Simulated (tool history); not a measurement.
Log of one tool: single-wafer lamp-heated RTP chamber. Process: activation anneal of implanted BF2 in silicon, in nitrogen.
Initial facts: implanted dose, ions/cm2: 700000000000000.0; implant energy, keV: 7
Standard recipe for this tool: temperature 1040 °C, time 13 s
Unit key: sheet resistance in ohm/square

run	hour	temperature	time	read-back reference wafer on the same gauge, sheet resistance	sheet resistance
1	0.0	1056	13	225.60	228.22
2	9.1	1056	13	225.69	227.48
3	24.2	1040	13	226.16	249.66
4	30.5	1040	13	225.48	252.51
5	39.0	1040	13	225.98	250.48
6	52.5	1040	16	225.70	240.92
7	67.4	1040	13	225.71	248.98
8	83.7	1016	13	226.53	281.65
9	93.4	1016	13	226.03	285.10
10	109.1	1040	15	226.29	241.34
11	125.2	1040	15	226.08	240.53
12	133.8	1040	15	226.24	241.72
13	141.4	1040	9	226.06	263.66
14	158.6	1040	13	225.65	247.36
15	176.1	1040	19	225.73	232.05
16	200.6	1040	17	225.41	234.65
# hour 217.0: reflector plate cleaned
# hour 217.0: gauge calibrated
17	217.5	1040	13	226.14	247.72
18	223.8	1040	13	225.90	245.94
19	233.1	1031	13	225.91	258.72
20	244.8	1048	19	226.33	220.94
21	261.7	1064	13	225.63	215.05
# hour 298.0: pyrometer window cleaned and pyrometer calibrated
22	298.5	1040	13	225.88	262.40
23	314.1	1016	15	226.22	290.43
24	331.3	1067	19	226.04	209.58
25	339.1	1060	13	226.13	231.93
26	360.2	1026	19	226.59	260.10
27	378.0	1040	11	226.76	266.03

For each run, what was the tool's unlogged condition?
wafer temperature error from the tarnished reflector plate, K: 0, the same for each run
gauge reads high (%): 0, the same for each run
H1: true wafer temperature minus pyrometer reading, K
run	H1
1	8.79
2	9
3	9.33
4	9.46
5	9.62
6	9.87
7	10.1
8	10.4
9	10.5
10	10.7
11	10.9
12	11
13	11.1
14	11.2
15	11.4
16	11.5
17	11.7
18	11.7
19	11.7
20	11.8
21	11.9
22	0.216
23	1.38
24	2.54
25	3.03
26	4.23
27	5.13
